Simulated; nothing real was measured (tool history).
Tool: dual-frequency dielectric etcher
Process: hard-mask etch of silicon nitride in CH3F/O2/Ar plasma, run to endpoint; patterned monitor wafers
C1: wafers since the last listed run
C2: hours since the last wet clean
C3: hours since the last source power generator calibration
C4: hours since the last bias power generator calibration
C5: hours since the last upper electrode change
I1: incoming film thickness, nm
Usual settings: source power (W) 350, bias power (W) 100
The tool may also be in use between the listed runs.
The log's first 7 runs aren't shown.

run 8 hour=89.9 | source_power_(W)=390 bias_power_(W)=100 | C1=107 C2=520.7 C3=3666.8 C4=3738.7 C5=4797.2 | I1=33.14 | endpoint_time_(s)=39.4
-- hour=122.2 upper electrode replaced
run 9 hour=136.5 | source_power_(W)=390 bias_power_(W)=100 | C1=154 C2=567.3 C3=3713.4 C4=3785.3 C5=14.3 | I1=33.15 | endpoint_time_(s)=39.3
run 10 hour=146.3 | source_power_(W)=350 bias_power_(W)=100 | C1=66 C2=577.1 C3=3723.2 C4=3795.1 C5=24.1 | I1=33 | endpoint_time_(s)=41.6
run 11 hour=158 | source_power_(W)=350 bias_power_(W)=100 | C1=79 C2=588.8 C3=3734.9 C4=3806.8 C5=35.8 | I1=32.88 | endpoint_time_(s)=41.3
-- hour=169.3 bias power generator calibrated
run 12 hour=169.8 | source_power_(W)=350 bias_power_(W)=86 | C1=53 C2=600.6 C3=3746.7 C4=0.5 C5=47.6 | I1=32.85 | endpoint_time_(s)=43.6
run 13 hour=176.3 | source_power_(W)=350 bias_power_(W)=86 | C1=44 C2=607.1 C3=3753.2 C4=7 C5=54.1 | I1=32.99 | endpoint_time_(s)=44
run 14 hour=190 | source_power_(W)=350 bias_power_(W)=86 | C1=93 C2=620.8 C3=3766.9 C4=20.7 C5=67.8 | I1=32.92 | endpoint_time_(s)=43.8
run 15 hour=198.1 | source_power_(W)=350 bias_power_(W)=100 | C1=55 C2=628.9 C3=3775 C4=28.8 C5=75.9 | I1=33.08 | endpoint_time_(s)=41.2
-- hour=225.8 wet clean of the chamber
run 16 hour=226.3 | source_power_(W)=350 bias_power_(W)=100 | C1=28 C2=0.5 C3=3803.2 C4=57 C5=104.1 | I1=32.56 | endpoint_time_(s)=42.6
run 17 hour=226.6 | source_power_(W)=310 bias_power_(W)=117 | C1=2 C2=0.8 C3=3803.5 C4=57.3 C5=104.4 | I1=32.79 | endpoint_time_(s)=43.3
run 18 hour=227 | source_power_(W)=350 bias_power_(W)=100 | C1=2 C2=1.2 C3=3803.9 C4=57.7 C5=104.8 | I1=32.61 | endpoint_time_(s)=42.6
run 19 hour=271.4 | source_power_(W)=300 bias_power_(W)=115 | C1=303 C2=45.6 C3=3848.3 C4=102.1 C5=149.2 | I1=33.01 | endpoint_time_(s)=44.6
-- hour=281.7 source power generator calibrated
run 20 hour=285.8 | source_power_(W)=440 bias_power_(W)=75 | C1=71 C2=60 C3=4.1 C4=116.5 C5=163.6 | I1=32.88 | endpoint_time_(s)=42.3
run 21 hour=298.2 | source_power_(W)=310 bias_power_(W)=86 | C1=84 C2=72.4 C3=16.5 C4=128.9 C5=176 | I1=32.95 | endpoint_time_(s)=49.4
run 22 hour=308 | source_power_(W)=350 bias_power_(W)=94 | C1=66 C2=82.2 C3=26.3 C4=138.7 C5=185.8 | I1=33.07 | endpoint_time_(s)=43.9
run 23 hour=316.5 | source_power_(W)=280 bias_power_(W)=118 | C1=58 C2=90.7 C3=34.8 C4=147.2 C5=194.3 | I1=32.74 | endpoint_time_(s)=45.8
run 24 hour=326.5 | source_power_(W)=420 bias_power_(W)=100 | C1=68 C2=100.7 C3=44.8 C4=157.2 C5=204.3 | I1=33 | endpoint_time_(s)=38.8
run 25 hour=335.7 | source_power_(W)=410 bias_power_(W)=86 | C1=62 C2=109.9 C3=54 C4=166.4 C5=213.5 | I1=33.08 | endpoint_time_(s)=41.7
run 26 hour=347.1 | source_power_(W)=320 bias_power_(W)=110 | C1=77 C2=121.3 C3=65.4 C4=177.8 C5=224.9 | I1=32.69 | endpoint_time_(s)=43
run 27 hour=359.4 | source_power_(W)=350 bias_power_(W)=88 | C1=84 C2=133.6 C3=77.7 C4=190.1 C5=237.2 | I1=33.02 | endpoint_time_(s)=45
run 28 hour=371.6 | source_power_(W)=350 bias_power_(W)=100 | C1=83 C2=145.8 C3=89.9 C4=202.3 C5=249.4 | I1=32.81 | endpoint_time_(s)=42.3

The next listed run, before its measurement:
run 29 hour=378.1 | source_power_(W)=330 bias_power_(W)=112 | C1=44 C2=152.3 C3=96.4 C4=208.8 C5=255.9 | I1=33.12 | endpoint_time_(s)=?

endpoint time (s): 42.3
Without the tool's hidden state the same run would have given endpoint time (s) 43.2.

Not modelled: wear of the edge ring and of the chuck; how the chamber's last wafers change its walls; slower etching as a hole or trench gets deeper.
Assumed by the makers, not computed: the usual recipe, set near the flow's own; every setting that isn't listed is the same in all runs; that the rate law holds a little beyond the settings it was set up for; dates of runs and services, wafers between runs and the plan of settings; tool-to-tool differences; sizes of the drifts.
